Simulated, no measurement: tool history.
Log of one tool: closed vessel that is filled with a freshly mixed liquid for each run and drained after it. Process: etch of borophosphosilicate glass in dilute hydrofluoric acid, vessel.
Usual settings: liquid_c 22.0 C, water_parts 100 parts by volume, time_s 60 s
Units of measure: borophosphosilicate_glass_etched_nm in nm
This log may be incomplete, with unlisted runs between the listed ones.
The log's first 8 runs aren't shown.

run,hour,liquid_c,water_parts,time_s,wafers since the last listed run,hours since the thermometer was replaced,hours since the hydrofluoric acid flow meter was replaced,hours since the gauge calibration,"read-back film thickness of the borophosphosilicate glass reference wafer, read on the same gauge (nm)",borophosphosilicate_glass_etched_nm
9,406.7,23.0,100,60,5594,1521.8,354.7,1338.3,140.02,42.16
10,477.3,23.0,100,60,10076,1592.4,425.3,1408.9,140.05,41.80
# hour 566.7: gauge calibrated
# hour 580.6: thermometer replaced
# hour 607.1: hydrofluoric acid flow meter replaced
11,635.9,22.0,100,60,22350,55.3,28.8,69.2,140.02,40.15
12,670.2,22.0,100,60,4895,89.6,63.1,103.5,140.01,40.43
13,705.6,22.0,100,60,5052,125.0,98.5,138.9,140.01,39.73
14,774.8,22.0,100,60,9876,194.2,167.7,208.1,140.00,39.80
15,818.7,22.0,100,60,6265,238.1,211.6,252.0,139.97,39.80
16,875.4,22.0,100,60,8092,294.8,268.3,308.7,140.01,39.15
17,940.1,22.0,85,60,9234,359.5,333.0,373.4,140.00,47.23
18,994.8,22.0,70,85,7806,414.2,387.7,428.1,139.98,82.68
19,1052.0,23.5,100,60,8163,471.4,444.9,485.3,139.97,41.40
20,1121.2,22.0,120,60,9876,540.6,514.1,554.5,140.01,31.89

What will run 21 give?
# hour 1170.5: hydrofluoric acid flow meter replaced
21,1176.8,22.0,100,60,7792,596.2,6.3,610.1,?,?

Run 21 yielded read-back film thickness of the borophosphosilicate glass reference wafer, read on the same gauge (nm) 139.96, borophosphosilicate_glass_etched_nm 40.54 nm.
Had the tool carried no hidden state, the very same run would have given borophosphosilicate_glass_etched_nm 39.63 nm.
